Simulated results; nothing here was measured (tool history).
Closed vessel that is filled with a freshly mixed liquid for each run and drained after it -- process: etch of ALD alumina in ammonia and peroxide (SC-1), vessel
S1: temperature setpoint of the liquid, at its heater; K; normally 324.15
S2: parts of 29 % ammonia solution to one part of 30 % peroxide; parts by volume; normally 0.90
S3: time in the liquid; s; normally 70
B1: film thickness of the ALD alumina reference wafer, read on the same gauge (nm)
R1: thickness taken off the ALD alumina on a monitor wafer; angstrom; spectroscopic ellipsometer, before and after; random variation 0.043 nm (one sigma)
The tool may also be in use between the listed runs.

run 1 hour=0.0 | S1=324.15 S2=0.60 S3=70 | B1=90.005 | R1=52.18
run 2 hour=34.1 | S1=324.15 S2=0.60 S3=70 | B1=89.999 | R1=51.47
run 3 hour=64.3 | S1=324.15 S2=0.75 S3=70 | B1=89.989 | R1=52.76
run 4 hour=77.3 | S1=324.15 S2=0.90 S3=80 | B1=89.971 | R1=60.67
run 5 hour=91.4 | S1=324.15 S2=0.90 S3=80 | B1=89.995 | R1=61.06
run 6 hour=114.5 | S1=324.15 S2=0.90 S3=70 | B1=90.017 | R1=53.58
run 7 hour=130.3 | S1=324.15 S2=0.90 S3=70 | B1=89.995 | R1=53.74
run 8 hour=166.2 | S1=324.15 S2=0.65 S3=70 | B1=90.015 | R1=52.62
run 9 hour=187.3 | S1=324.15 S2=0.90 S3=70 | B1=90.004 | R1=53.56
run 10 hour=201.6 | S1=327.65 S2=1.10 S3=100 | B1=90.015 | R1=94.28
run 11 hour=231.9 | S1=333.65 S2=1.15 S3=70 | B1=90.006 | R1=91.06
run 12 hour=278.5 | S1=324.15 S2=1.05 S3=85 | B1=90.007 | R1=67.31
run 13 hour=292.4 | S1=334.15 S2=0.60 S3=110 | B1=90.019 | R1=138.10
-- hour=298.0 gauge calibrated
run 14 hour=305.4 | S1=316.65 S2=1.05 S3=40 | B1=89.986 | R1=20.47
run 15 hour=331.8 | S1=324.15 S2=0.75 S3=70 | B1=89.983 | R1=52.95
run 16 hour=366.5 | S1=317.15 S2=1.20 S3=55 | B1=90.004 | R1=29.01
run 17 hour=386.6 | S1=324.15 S2=0.90 S3=70 | B1=90.013 | R1=54.01
run 18 hour=398.6 | S1=324.15 S2=0.60 S3=70 | B1=90.006 | R1=52.75
-- hour=403.9 ammonia flow meter replaced
run 19 hour=419.2 | S1=329.15 S2=0.90 S3=70 | B1=89.964 | R1=70.63
run 20 hour=446.1 | S1=316.15 S2=0.65 S3=105 | B1=89.986 | R1=49.32
-- hour=453.4 thermometer replaced
run 21 hour=466.8 | S1=329.65 S2=1.20 S3=85 | B1=89.993 | R1=90.12
run 22 hour=517.5 | S1=320.65 S2=1.15 S3=50 | B1=90.020 | R1=32.69
run 23 hour=537.6 | S1=324.15 S2=0.90 S3=70 | B1=89.993 | R1=54.20
run 24 hour=570.6 | S1=318.65 S2=1.05 S3=50 | B1=89.981 | R1=28.78
run 25 hour=584.8 | S1=331.15 S2=1.20 S3=70 | B1=89.990 | R1=80.51
run 26 hour=603.7 | S1=317.65 S2=0.90 S3=70 | B1=89.996 | R1=37.47
run 27 hour=638.1 | S1=329.65 S2=0.65 S3=45 | B1=90.018 | R1=44.61
run 28 hour=667.6 | S1=328.15 S2=1.00 S3=30 | B1=89.981 | R1=28.58
run 29 hour=702.8 | S1=327.65 S2=0.50 S3=80 | B1=89.981 | R1=70.52
run 30 hour=716.8 | S1=324.15 S2=0.90 S3=70 | B1=90.013 | R1=54.20

3 options for the next run, each taken on its own from the tool as it stands now. Forecast them:
run A hour=717.5 | S1=324.15 S2=0.90 S3=70 | B1=? | R1=?
run B hour=717.5 | S1=317.65 S2=1.20 S3=45 | B1=? | R1=?
run C hour=717.5 | S1=328.15 S2=0.50 S3=70 | B1=? | R1=?

run=A B1=89.991 R1=53.79
run=B B1=89.991 R1=24.72
run=C B1=89.991 R1=63.10
Had the tool no hidden state, the same runs would have come out as:
run=A R1=53.79
run=B R1=24.72
run=C R1=63.10
